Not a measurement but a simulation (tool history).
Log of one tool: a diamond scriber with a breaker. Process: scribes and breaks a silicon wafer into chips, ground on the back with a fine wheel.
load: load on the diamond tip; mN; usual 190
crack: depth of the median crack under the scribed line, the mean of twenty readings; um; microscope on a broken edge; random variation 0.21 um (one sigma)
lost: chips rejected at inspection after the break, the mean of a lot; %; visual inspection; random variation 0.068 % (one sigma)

run,hour,load,"incoming depth of the damage left on the back of the incoming wafer, um",crack,lost
1,0.0,190,1.82,12.00,4.08
2,7.7,190,2.39,12.01,4.50
3,19.1,209,2.35,13.24,2.18
4,29.7,209,2.87,13.69,2.83
5,37.0,209,2.47,13.35,2.43
6,44.4,222,1.69,14.06,1.74
7,53.3,202,1.77,12.92,2.48
8,68.9,202,1.94,12.81,2.85
9,77.7,202,2.48,12.67,3.27
10,89.1,226,2.97,14.26,2.90
11,137.9,242,1.64,14.95,2.78
12,149.1,219,2.36,13.30,2.17
# hour 167.1: diamond tip replaced by a new one
13,167.6,236,2.07,16.92,9.47
# hour 189.4: load on the tip recalibrated
14,207.6,190,2.07,13.34,1.92
15,222.7,190,2.12,13.61,1.95
16,260.1,168,2.83,11.52,7.43
17,270.3,170,2.29,11.75,6.14
18,276.4,190,1.85,13.29,1.97
19,283.4,214,2.50,14.82,3.27
20,299.2,143,2.09,9.34,22.14

Forecast each of these 3 alternatives for the next run:
A,299.8,207,2.83,?,?
B,299.8,137,2.83,?,?
C,299.8,174,2.83,?,?

run,crack,lost
A,14.61,2.82
B,9.10,29.97
C,12.17,5.76
Without the tool's hidden state the same runs would have given:
run,crack,lost
A,15.13,3.56
B,9.43,26.23
C,12.60,4.33
